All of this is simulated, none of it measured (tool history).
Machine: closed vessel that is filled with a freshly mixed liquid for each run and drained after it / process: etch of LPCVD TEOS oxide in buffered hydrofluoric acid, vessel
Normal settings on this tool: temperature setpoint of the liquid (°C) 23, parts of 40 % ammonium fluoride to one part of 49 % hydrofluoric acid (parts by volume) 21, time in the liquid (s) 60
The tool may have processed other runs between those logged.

run     day  temperature setpoint of the liquid (°C)  parts of 40 % ammonium fluoride to one part of 49 % hydrofluoric acid (parts by volume)  time in the liquid (s)  wafers since the last listed run  hours since the thermometer was replaced  hours since the hydrofluoric acid flow meter was replaced  hours since the gauge calibration  read-back film thickness of the LPCVD TEOS oxide reference wafer, read on the same gauge (nm)  thickness taken off the LPCVD TEOS oxide on a monitor wafer (Å)
  1       0                                       20                                                                                     26.5                      60                                 0                                       363                                                      571.4                              398.8                                                                                          80.01                                                              996
  2   2.462                                       20                                                                                     26.5                      60                              6700                                     422.1                                                      630.5                              457.9                                                                                          79.96                                                            996.2
  3   6.388                                       20                                                                                     26.5                      60                             10679                                     516.3                                                      724.7                              552.1                                                                                          79.99                                                           1001.6
  4   8.154                                     20.5                                                                                       21                      80                              4807                                     558.7                                                      767.1                              594.5                                                                                          79.95                                                           1592.5
  5  10.812                                     20.5                                                                                       21                      80                              7233                                     622.5                                                      830.9                              658.3                                                                                          79.96                                                           1609.8
     10.858  -- thermometer replaced
  6  14.442                                     20.5                                                                                       21                      80                              9761                                        86                                                        918                              745.4                                                                                          79.98                                                           1630.8
     18.558  -- gauge calibrated
  7  18.879                                       20                                                                                       19                      60                             12074                                     192.5                                                     1024.5                                7.7                                                                                          79.98                                                           1291.3
  8  21.046                                       20                                                                                       19                      60                              5895                                     244.5                                                     1076.5                               59.7                                                                                             80                                                           1284.6
  9  23.017                                       20                                                                                       19                      60                              5362                                     291.8                                                     1123.8                                107                                                                                          80.01                                                           1298.3
 10  30.167                                       23                                                                                       21                      60                             19455                                     463.4                                                     1295.4                              278.6                                                                                          79.96                                                           1388.3
 11  31.758                                       23                                                                                       21                      60                              4330                                     501.6                                                     1333.6                              316.8                                                                                             80                                                           1379.9
 12  33.788                                       21                                                                                       21                      60                              5521                                     550.3                                                     1382.3                              365.5                                                                                             80                                                           1245.2
 13  35.829                                       18                                                                                       29                      40                              5555                                     599.3                                                     1431.3                              414.5                                                                                          80.06                                                            557.3
 14  38.379                                       23                                                                                       21                      60                              6938                                     660.5                                                     1492.5                              475.7                                                                                          79.99                                                           1377.2

What will run 15 give?
 15  41.821                                       20                                                                                       21                      60                              9364                                     743.1                                                     1575.1                              558.3                                                                                              ?                                                                ?

read-back film thickness of the LPCVD TEOS oxide reference wafer, read on the same gauge (nm): 79.97
thickness taken off the LPCVD TEOS oxide on a monitor wafer (Å): 1164.9
Take away the tool's hidden state, keep the run-to-run variation as it was, and the same run would have given thickness taken off the LPCVD TEOS oxide on a monitor wafer (Å) 1211.1.
